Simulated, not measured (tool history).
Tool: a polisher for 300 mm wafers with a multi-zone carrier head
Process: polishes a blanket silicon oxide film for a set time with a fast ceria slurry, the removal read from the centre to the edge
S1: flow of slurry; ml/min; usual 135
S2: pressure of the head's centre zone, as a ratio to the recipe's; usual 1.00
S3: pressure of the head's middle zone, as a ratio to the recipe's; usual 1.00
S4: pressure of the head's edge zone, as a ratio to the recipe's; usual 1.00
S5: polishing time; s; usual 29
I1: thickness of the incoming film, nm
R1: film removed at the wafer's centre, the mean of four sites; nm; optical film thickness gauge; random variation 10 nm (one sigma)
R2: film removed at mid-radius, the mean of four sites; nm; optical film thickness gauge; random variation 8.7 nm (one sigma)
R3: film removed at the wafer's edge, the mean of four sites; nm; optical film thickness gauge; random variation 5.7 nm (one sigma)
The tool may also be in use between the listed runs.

{"run": 1, "hour": 0.0, "S1": 135, "S2": 1.0, "S3": 1.0, "S4": 0.95, "S5": 29, "I1": 1758.1, "R1": 676.7, "R2": 689.1, "R3": 681.8}
{"run": 2, "hour": 17.1, "S1": 135, "S2": 1.0, "S3": 0.93, "S4": 1.0, "S5": 29, "I1": 1747.9, "R1": 693.6, "R2": 646.8, "R3": 696.9}
{"run": 3, "hour": 41.7, "S1": 135, "S2": 1.0, "S3": 0.91, "S4": 1.0, "S5": 29, "I1": 1777.4, "R1": 675.4, "R2": 642.7, "R3": 685.7}
{"hour": 48.0, "done": "worn pad replaced by a new one"}
{"run": 4, "hour": 66.4, "S1": 135, "S2": 1.0, "S3": 1.0, "S4": 1.0, "S5": 29, "I1": 1781.8, "R1": 680.3, "R2": 671.5, "R3": 697.4}
{"run": 5, "hour": 85.5, "S1": 135, "S2": 1.0, "S3": 1.0, "S4": 1.0, "S5": 29, "I1": 1763.1, "R1": 660.1, "R2": 679.3, "R3": 690.0}
{"run": 6, "hour": 113.5, "S1": 135, "S2": 1.0, "S3": 1.06, "S4": 1.04, "S5": 29, "I1": 1737.1, "R1": 659.3, "R2": 728.9, "R3": 696.1}
{"hour": 137.9, "done": "worn pad replaced by a new one"}
{"run": 7, "hour": 146.9, "S1": 135, "S2": 1.0, "S3": 1.06, "S4": 1.04, "S5": 29, "I1": 1775.2, "R1": 649.0, "R2": 690.4, "R3": 683.9}
{"run": 8, "hour": 177.9, "S1": 135, "S2": 1.0, "S3": 1.0, "S4": 1.0, "S5": 29, "I1": 1756.5, "R1": 640.4, "R2": 650.6, "R3": 658.0}
{"hour": 179.9, "done": "slurry nozzle cleaned"}
{"run": 9, "hour": 202.4, "S1": 135, "S2": 1.0, "S3": 1.0, "S4": 1.0, "S5": 24, "I1": 1762.7, "R1": 586.9, "R2": 591.9, "R3": 585.9}
{"hour": 206.2, "done": "centre zone pressure recalibrated"}
{"hour": 222.5, "done": "edge zone pressure recalibrated"}
{"run": 10, "hour": 223.0, "S1": 135, "S2": 1.04, "S3": 1.0, "S4": 1.0, "S5": 29, "I1": 1759.6, "R1": 719.7, "R2": 706.7, "R3": 701.5}
{"hour": 232.1, "done": "worn pad replaced by a new one"}
{"run": 11, "hour": 241.6, "S1": 135, "S2": 1.0, "S3": 1.0, "S4": 1.0, "S5": 29, "I1": 1783.5, "R1": 716.4, "R2": 711.1, "R3": 712.8}
{"hour": 254.7, "done": "carrier head's membrane replaced by a new one"}
{"run": 12, "hour": 277.5, "S1": 105, "S2": 1.0, "S3": 1.0, "S4": 1.0, "S5": 29, "I1": 1754.9, "R1": 675.8, "R2": 675.9, "R3": 683.4}
{"run": 13, "hour": 295.7, "S1": 100, "S2": 0.88, "S3": 1.0, "S4": 1.08, "S5": 29, "I1": 1751.2, "R1": 580.2, "R2": 667.8, "R3": 700.5}
{"run": 14, "hour": 323.9, "S1": 135, "S2": 1.0, "S3": 1.0, "S4": 1.11, "S5": 33, "I1": 1759.5, "R1": 814.7, "R2": 819.8, "R3": 847.5}
{"hour": 329.1, "done": "worn pad replaced by a new one"}
{"run": 15, "hour": 345.7, "S1": 160, "S2": 1.0, "S3": 1.07, "S4": 1.0, "S5": 29, "I1": 1768.7, "R1": 736.4, "R2": 767.0, "R3": 709.3}
{"run": 16, "hour": 361.4, "S1": 125, "S2": 1.0, "S3": 1.0, "S4": 1.04, "S5": 29, "I1": 1747.1, "R1": 690.6, "R2": 708.4, "R3": 705.7}
{"run": 17, "hour": 391.4, "S1": 145, "S2": 1.0, "S3": 1.03, "S4": 1.0, "S5": 29, "I1": 1748.6, "R1": 711.8, "R2": 732.0, "R3": 704.5}
{"hour": 415.8, "done": "worn pad replaced by a new one"}
{"run": 18, "hour": 416.3, "S1": 135, "S2": 1.0, "S3": 0.97, "S4": 1.0, "S5": 22, "I1": 1754.6, "R1": 525.9, "R2": 509.8, "R3": 526.0}
{"run": 19, "hour": 439.1, "S1": 135, "S2": 1.0, "S3": 1.0, "S4": 1.0, "S5": 29, "I1": 1753.7, "R1": 711.4, "R2": 715.3, "R3": 701.1}
{"run": 20, "hour": 458.6, "S1": 135, "S2": 1.0, "S3": 0.93, "S4": 1.0, "S5": 29, "I1": 1748.6, "R1": 694.9, "R2": 660.5, "R3": 698.1}

4 ways to go on from here, each from the tool as it stands after run 20. What would each give?
{"run": "A", "hour": 459.0, "S1": 135, "S2": 1.0, "S3": 1.0, "S4": 1.0, "S5": 29, "I1": 1775.4, "R1": "?", "R2": "?", "R3": "?"}
{"run": "B", "hour": 459.0, "S1": 135, "S2": 1.0, "S3": 1.04, "S4": 0.94, "S5": 29, "I1": 1775.4, "R1": "?", "R2": "?", "R3": "?"}
{"run": "C", "hour": 459.0, "S1": 120, "S2": 1.09, "S3": 1.08, "S4": 0.89, "S5": 29, "I1": 1775.4, "R1": "?", "R2": "?", "R3": "?"}
{"run": "D", "hour": 459.0, "S1": 160, "S2": 1.04, "S3": 1.0, "S4": 0.93, "S5": 25, "I1": 1775.4, "R1": "?", "R2": "?", "R3": "?"}

run=A R1=688.6 R2=721.6 R3=695.4
run=B R1=688.8 R2=746.1 R3=674.8
run=C R1=732.5 R2=753.1 R3=647.5
run=D R1=638.9 R2=640.8 R3=591.5
Without the tool's hidden state the same runs would have given:
run=A R1=706.6 R2=738.2 R3=706.6
run=B R1=706.8 R2=763.2 R3=685.7
run=C R1=753.5 R2=772.0 R3=658.8
run=D R1=653.4 R2=653.7 R3=600.1
